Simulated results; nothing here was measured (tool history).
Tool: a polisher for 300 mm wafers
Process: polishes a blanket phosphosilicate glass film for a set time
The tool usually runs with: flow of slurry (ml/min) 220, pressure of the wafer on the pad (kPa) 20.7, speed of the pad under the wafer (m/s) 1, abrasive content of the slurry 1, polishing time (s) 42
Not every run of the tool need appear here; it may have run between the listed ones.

| run | hour | flow of slurry (ml/min) | pressure of the wafer on the pad (kPa) | speed of the pad under the wafer (m/s) | abrasive content of the slurry | polishing time (s) | wafers since the last listed run | wafers polished on this pad | hours since the slurry nozzle was cleaned | hours since the head pressure was calibrated | hours since the slurry blender was calibrated | hours since the conditioning disc was replaced | incoming thickness of the incoming film, nm | film removed (nm) |
|---|---|---|---|---|---|---|---|---|---|---|---|---|---|---|
| 1 | 0 | 220 | 20.7 | 1 | 1 | 42 | 0 | 1742 | 199.9 | 265.3 | 79.4 | 224.5 | 3005.9 | 321.1 |
| 2 | 37.7 | 265 | 20.7 | 1 | 1 | 42 | 559 | 2301 | 237.6 | 303 | 117.1 | 262.2 | 2962.6 | 330.7 |
| 3 | 96.1 | 195 | 20.7 | 1 | 1 | 42 | 866 | 3168 | 296 | 361.4 | 175.5 | 320.6 | 2936.4 | 311.9 |
|  | 170 | worn pad replaced by a new one |
| 4 | 188.5 | 220 | 20.7 | 1 | 1 | 42 | 1311 | 274 | 388.4 | 453.8 | 267.9 | 413 | 2982.6 | 315.4 |
|  | 191.1 | conditioning disc replaced and pad reconditioned |
|  | 201.9 | slurry blender recalibrated |
|  | 225.3 | slurry nozzle cleaned |
| 5 | 272.6 | 220 | 20.7 | 1 | 1 | 42 | 1173 | 1447 | 47.3 | 537.9 | 70.7 | 81.5 | 2919.3 | 328.5 |
| 6 | 380.3 | 220 | 20.7 | 1 | 1 | 42 | 1597 | 3045 | 155 | 645.6 | 178.4 | 189.2 | 2894 | 321.6 |
|  | 436.5 | worn pad replaced by a new one |
| 7 | 447.1 | 220 | 20.7 | 1 | 1 | 42 | 931 | 156 | 221.8 | 712.4 | 245.2 | 256 | 2921.6 | 318.3 |
|  | 465.2 | head pressure recalibrated |
| 8 | 519.5 | 220 | 20.7 | 1 | 1 | 42 | 1044 | 1201 | 294.2 | 54.3 | 317.6 | 328.4 | 2910.7 | 311.3 |
|  | 527.6 | slurry blender recalibrated |
|  | 556.1 | conditioning disc replaced and pad reconditioned |
| 9 | 618.8 | 220 | 20.7 | 1 | 1 | 42 | 1413 | 2614 | 393.5 | 153.6 | 91.2 | 62.7 | 2926.6 | 320.4 |
|  | 647.3 | slurry nozzle cleaned |
| 10 | 704.7 | 270 | 20.7 | 1 | 1 | 42 | 1259 | 3874 | 57.4 | 239.5 | 177.1 | 148.6 | 2893.8 | 344.1 |
|  | 716.4 | worn pad replaced by a new one |
| 11 | 781.1 | 150 | 24.8 | 1 | 1.15 | 42 | 1073 | 959 | 133.8 | 315.9 | 253.5 | 225 | 2927.2 | 402.6 |
|  | 796.1 | slurry blender recalibrated |
| 12 | 863.6 | 220 | 20.7 | 1 | 0.85 | 42 | 1194 | 2153 | 216.3 | 398.4 | 67.5 | 307.5 | 2967.2 | 295.3 |
| 13 | 919 | 220 | 20.7 | 1 | 1 | 42 | 821 | 2975 | 271.7 | 453.8 | 122.9 | 362.9 | 2925.2 | 318.1 |
| 14 | 984.9 | 220 | 20.7 | 0.78 | 1 | 31 | 977 | 3953 | 337.6 | 519.7 | 188.8 | 428.8 | 2917.1 | 209.1 |
|  | 997.5 | worn pad replaced by a new one |
|  | 1005.2 | conditioning disc replaced and pad reconditioned |
| 15 | 1037.4 | 220 | 20.7 | 1 | 1.1 | 42 | 689 | 562 | 390.1 | 572.2 | 241.3 | 32.2 | 2924.2 | 335.1 |
|  | 1101.2 | slurry nozzle cleaned |
|  | 1115.1 | slurry blender recalibrated |
| 16 | 1157.7 | 220 | 20.7 | 1 | 1 | 42 | 1739 | 2302 | 56.5 | 692.5 | 42.6 | 152.5 | 2944.9 | 333.8 |
| 17 | 1244.6 | 220 | 20.7 | 1 | 1 | 42 | 1289 | 3591 | 143.4 | 779.4 | 129.5 | 239.4 | 2910.7 | 328.8 |
|  | 1310.5 | worn pad replaced by a new one |
| 18 | 1316.4 | 240 | 20.7 | 1 | 1 | 31 | 1005 | 87 | 215.2 | 851.2 | 201.3 | 311.2 | 3002.4 | 243.9 |
|  | 1325 | head pressure recalibrated |
|  | 1393.9 | conditioning disc replaced and pad reconditioned |
| 19 | 1397.8 | 275 | 20.7 | 1.2 | 1.15 | 53 | 1148 | 1235 | 296.6 | 72.8 | 282.7 | 3.9 | 2886.4 | 496.3 |

Below are 4 alternative next runs, each starting from the tool's condition after run 19. Predict each:
| A | 1398.2 | 200 | 20.7 | 1 | 1 | 42 | 5 | 1241 | 297 | 73.2 | 283.1 | 4.3 | 2928 | ? |
| B | 1398.2 | 220 | 20.7 | 1 | 1 | 34 | 5 | 1241 | 297 | 73.2 | 283.1 | 4.3 | 2928 | ? |
| C | 1398.2 | 220 | 20.7 | 0.76 | 1 | 38 | 5 | 1241 | 297 | 73.2 | 283.1 | 4.3 | 2928 | ? |
| D | 1398.2 | 220 | 24.8 | 0.68 | 1 | 36 | 5 | 1241 | 297 | 73.2 | 283.1 | 4.3 | 2928 | ? |

| run | film removed (nm) |
|---|---|
| A | 321.7 |
| B | 264.5 |
| C | 257.9 |
| D | 278.6 |
With the hidden condition removed and each run's random variation left untouched, the same runs would have given:
| run | film removed (nm) |
|---|---|
| A | 342.9 |
| B | 280.6 |
| C | 273.6 |
| D | 295.6 |

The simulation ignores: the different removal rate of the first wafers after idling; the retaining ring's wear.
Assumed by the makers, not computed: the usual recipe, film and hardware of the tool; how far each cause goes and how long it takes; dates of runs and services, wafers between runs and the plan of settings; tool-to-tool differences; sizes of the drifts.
